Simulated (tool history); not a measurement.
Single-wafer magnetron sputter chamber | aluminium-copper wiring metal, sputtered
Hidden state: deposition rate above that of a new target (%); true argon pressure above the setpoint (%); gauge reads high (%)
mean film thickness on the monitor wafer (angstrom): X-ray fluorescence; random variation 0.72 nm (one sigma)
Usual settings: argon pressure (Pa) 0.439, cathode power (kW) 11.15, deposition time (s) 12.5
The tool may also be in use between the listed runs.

run,hour,argon pressure (Pa),cathode power (kW),deposition time (s),wafers since the last listed run,wafers on the sputter target,hours since the last manometer calibration,hours since the magnet pack was replaced,hours since the gauge calibration,"read-back reference wafer on the same gauge, thickness_nm",mean film thickness on the monitor wafer (angstrom)
1,0,0.523,12.85,12.5,0,5319,2635.8,8848.7,67.7,195.129,2563.35
2,10.6,0.439,11.15,12.5,426,5746,2646.4,8859.3,78.3,194.917,2336.23
3,28.3,0.439,11.15,12.5,712,6459,2664.1,8877,96,195.063,2327.82
# hour 30.9: gauge calibrated
4,44.2,0.439,11.15,12.5,640,7099,2680,8892.9,13.3,195.097,2299.66
5,56.1,0.439,11.15,12.5,479,7578,2691.9,8904.8,25.2,195.117,2298.4
6,63.4,0.439,10.35,13.1,293,7872,2699.2,8912.1,32.5,194.977,2236.91
# hour 77.7: capacitance manometer re-zeroed and calibrated
7,78.2,0.439,11.15,12.5,273,8146,0.5,8926.9,47.3,194.926,2285.54

Forecast run 8:
# hour 88.6: sputter target and shields replaced
8,89.1,0.345,11.15,10.3,116,18,11.4,8937.8,58.2,?,?

{"run 8": {"read-back reference wafer on the same gauge, thickness_nm": 194.958, "mean film thickness on the monitor wafer (angstrom)": 2090.05}}
Without the tool's hidden state the same run would have given mean film thickness on the monitor wafer (angstrom) 2094.98.
